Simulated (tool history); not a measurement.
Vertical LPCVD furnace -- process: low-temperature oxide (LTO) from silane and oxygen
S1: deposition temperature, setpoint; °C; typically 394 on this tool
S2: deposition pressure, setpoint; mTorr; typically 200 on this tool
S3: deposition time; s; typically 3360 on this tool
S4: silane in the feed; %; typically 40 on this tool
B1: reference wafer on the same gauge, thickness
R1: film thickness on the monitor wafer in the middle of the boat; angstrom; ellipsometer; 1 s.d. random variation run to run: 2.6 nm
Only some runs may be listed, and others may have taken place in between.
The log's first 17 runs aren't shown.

| run | hour | S1 | S2 | S3 | S4 | B1 | R1 |
|---|---|---|---|---|---|---|---|
| 18 | 1558.7 | 389 | 235 | 3360 | 42 | 465.02 | 6092.7 |
| 19 | 1607.2 | 394 | 200 | 3360 | 40 | 464.25 | 5179.5 |
| 20 | 1696 | 394 | 225 | 3360 | 40 | 464.88 | 5791.1 |
| 21 | 1795.1 | 386 | 200 | 3360 | 32 | 465.07 | 3495.3 |
| 22 | 1889.5 | 405 | 220 | 3870 | 36 | 465.25 | 6484.2 |
| 23 | 1931.6 | 394 | 170 | 3360 | 40 | 464.44 | 4412.5 |
| 24 | 2007.1 | 404 | 200 | 3720 | 36 | 464.06 | 5625.9 |
| 25 | 2051.7 | 394 | 200 | 2970 | 48 | 465.09 | 5578.2 |
| 26 | 2356.4 | 394 | 200 | 3360 | 40 | 464.98 | 5285.8 |
| 27 | 2430.3 | 394 | 170 | 3360 | 47 | 464.63 | 5313.6 |
| 28 | 2506.2 | 394 | 175 | 3360 | 40 | 464.76 | 4625.9 |
| 29 | 2605.9 | 404 | 200 | 4080 | 38 | 465.75 | 6649 |
| 30 | 2671 | 394 | 200 | 3360 | 40 | 464.45 | 5251.9 |

Alternative continuations, all from the tool just after run 30; predict every row:
| A | 2675.8 | 394 | 200 | 3360 | 35 | ? | ? |
| B | 2675.8 | 394 | 165 | 3360 | 34 | ? | ? |
| C | 2675.8 | 387 | 200 | 3360 | 47 | ? | ? |
| D | 2675.8 | 403 | 175 | 3840 | 42 | ? | ? |
| E | 2675.8 | 401 | 200 | 2700 | 40 | ? | ? |

| run | B1 | R1 |
|---|---|---|
| A | 465.53 | 4430.5 |
| B | 465.53 | 3537.6 |
| C | 465.53 | 5821.4 |
| D | 465.53 | 6176.7 |
| E | 465.53 | 4569.9 |
Without the tool's unlogged condition, the same runs would have read:
| run | R1 |
|---|---|
| A | 4284.9 |
| B | 3397.7 |
| C | 5630.2 |
| D | 5945.9 |
| E | 4419.8 |

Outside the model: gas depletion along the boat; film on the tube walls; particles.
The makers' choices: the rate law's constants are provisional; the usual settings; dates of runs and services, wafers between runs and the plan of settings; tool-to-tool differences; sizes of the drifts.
